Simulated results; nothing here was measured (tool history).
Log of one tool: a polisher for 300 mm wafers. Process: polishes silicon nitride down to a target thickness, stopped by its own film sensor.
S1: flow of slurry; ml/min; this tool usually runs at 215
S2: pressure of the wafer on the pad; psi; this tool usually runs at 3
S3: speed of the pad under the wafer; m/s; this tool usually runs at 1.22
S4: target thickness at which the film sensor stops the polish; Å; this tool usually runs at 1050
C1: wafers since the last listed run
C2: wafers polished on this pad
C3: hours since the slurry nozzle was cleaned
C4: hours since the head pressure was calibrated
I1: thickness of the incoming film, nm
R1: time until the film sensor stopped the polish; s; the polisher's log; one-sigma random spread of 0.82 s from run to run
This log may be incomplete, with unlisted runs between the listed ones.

Run 1, hour 0: usual settings but S4 780 Å; C1 0; C2 377; C3 780.9; C4 1224.6; I1 210.6. Result: R1 86.6 s.
Run 2, hour 11.5: usual settings but S4 780 Å; C1 94; C2 471; C3 792.4; C4 1236.1; I1 209.7. Result: R1 86.9 s.
Run 3, hour 28.9: usual settings but S3 0.92 m/s; C1 142; C2 613; C3 809.8; C4 1253.5; I1 213.9. Result: R1 92.8 s.
Run 4, hour 45.1: usual settings but S3 0.92 m/s; C1 132; C2 746; C3 826; C4 1269.7; I1 208.5. Result: R1 89 s.
At hour 53.9: head pressure recalibrated.
Run 5, hour 54.3: usual settings but S3 0.92 m/s; C1 58; C2 805; C3 835.2; C4 0.4; I1 211.5. Result: R1 92 s.
Run 6, hour 63.7: usual settings but S2 2.4 psi; C1 76; C2 882; C3 844.6; C4 9.8; I1 210.3. Result: R1 90 s.
At hour 79.9: worn pad replaced by a new one, of another model than before.
Run 7, hour 80.4: usual settings but S1 185 ml/min, S2 3.4 psi; C1 104; C2 3; C3 861.3; C4 26.5; I1 209.1. Result: R1 62.2 s.
Run 8, hour 84.6: usual settings but S1 275 ml/min; C1 34; C2 38; C3 865.5; C4 30.7; I1 206.9. Result: R1 63.7 s.
Run 9, hour 100.9: usual settings but S1 235 ml/min; C1 133; C2 171; C3 881.8; C4 47; I1 209.8. Result: R1 67.3 s.
At hour 110.9: slurry nozzle cleaned.
Run 10, hour 118.7: usual settings but S4 800 Å; C1 137; C2 309; C3 7.8; C4 64.8; I1 212.3. Result: R1 90.5 s.
Run 11, hour 128.4: usual settings but S1 280 ml/min; C1 79; C2 388; C3 17.5; C4 74.5; I1 209.6. Result: R1 68.9 s.
Run 12, hour 145.3: usual settings but S2 3.5 psi; C1 138; C2 527; C3 34.4; C4 91.4; I1 212.6. Result: R1 65.8 s.
Run 13, hour 159.7: usual settings; C1 117; C2 645; C3 48.8; C4 105.8; I1 210. Result: R1 73 s.
Run 14, hour 175: usual settings but S2 2.1 psi, S3 1.56 m/s, S4 1310 Å; C1 125; C2 770; C3 64.1; C4 121.1; I1 208.6. Result: R1 60 s.

5 ways to go on from here, each from the tool as it stands after run 14. What would each give?
Run A, hour 175.4: usual settings but S3 0.86 m/s; C1 3; C2 773; C3 64.5; C4 121.5; I1 208.7. Result: R1 ?.
Run B, hour 175.4: usual settings but S2 2.5 psi, S3 1.62 m/s; C1 3; C2 773; C3 64.5; C4 121.5; I1 208.7. Result: R1 ?.
Run C, hour 175.4: usual settings but S1 140 ml/min, S2 3.9 psi, S3 1.12 m/s, S4 860 Å; C1 3; C2 773; C3 64.5; C4 121.5; I1 208.7. Result: R1 ?.
Run D, hour 175.4: usual settings but S1 185 ml/min, S3 1.42 m/s; C1 3; C2 773; C3 64.5; C4 121.5; I1 208.7. Result: R1 ?.
Run E, hour 175.4: usual settings but S2 2 psi; C1 3; C2 773; C3 64.5; C4 121.5; I1 208.7. Result: R1 ?.

run    R1
  A    82
  B  70.7
  C  78.2
  D  68.4
  E    91
Had the tool no hidden state, the same runs would have come out as:
run    R1
  A  74.3
  B    64
  C  70.8
  D    62
  E  82.4
